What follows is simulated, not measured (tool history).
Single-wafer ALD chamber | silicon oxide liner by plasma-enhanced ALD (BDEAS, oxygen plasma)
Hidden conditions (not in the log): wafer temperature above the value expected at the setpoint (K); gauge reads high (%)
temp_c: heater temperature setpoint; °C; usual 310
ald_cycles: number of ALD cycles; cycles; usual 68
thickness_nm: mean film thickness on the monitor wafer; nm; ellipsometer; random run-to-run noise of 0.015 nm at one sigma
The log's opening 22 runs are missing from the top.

run,hour,temp_c,ald_cycles,wafers since the last listed run,hours since the last thermocouple change,hours since the gauge calibration,"read-back reference wafer on the same gauge, thickness_nm",thickness_nm
23,611.0,303,61,120,161.3,261.7,5.838,5.513
24,627.6,310,68,76,177.9,278.3,5.835,6.096
25,695.9,310,68,315,246.2,346.6,5.824,6.058
26,719.5,310,76,108,269.8,370.2,5.815,6.785
27,740.9,315,68,98,291.2,391.6,5.812,6.036
28,770.9,306,64,138,321.2,421.6,5.804,5.745
29,788.1,305,68,79,338.4,438.8,5.799,6.113
30,812.0,310,68,110,362.3,462.7,5.794,6.044
31,841.0,310,78,133,391.3,491.7,5.787,6.917
32,853.3,323,80,56,403.6,504.0,5.783,6.970
33,871.4,325,78,83,421.7,522.1,5.779,6.773
34,897.5,310,68,120,447.8,548.2,5.771,6.034
35,931.9,297,56,158,482.2,582.6,5.758,5.081
# hour 938.4: gauge calibrated
36,967.8,321,81,165,518.1,29.4,5.868,7.234
37,997.3,310,68,136,547.6,58.9,5.866,6.127
38,1030.9,310,68,155,581.2,92.5,5.865,6.140
39,1065.1,319,76,157,615.4,126.7,5.860,6.729
40,1092.7,310,68,127,643.0,154.3,5.862,6.120

Here are 3 independent what-if runs from the current tool condition. What would each one return?
A,1093.2,310,68,2,643.5,154.8,?,?
B,1093.2,317,81,2,643.5,154.8,?,?
C,1093.2,316,68,2,643.5,154.8,?,?

run,"read-back reference wafer on the same gauge, thickness_nm",thickness_nm
A,5.861,6.146
B,5.861,7.251
C,5.861,6.096
What these runs would have given with no unlogged condition in the tool:
run,thickness_nm
A,6.135
B,7.238
C,6.085
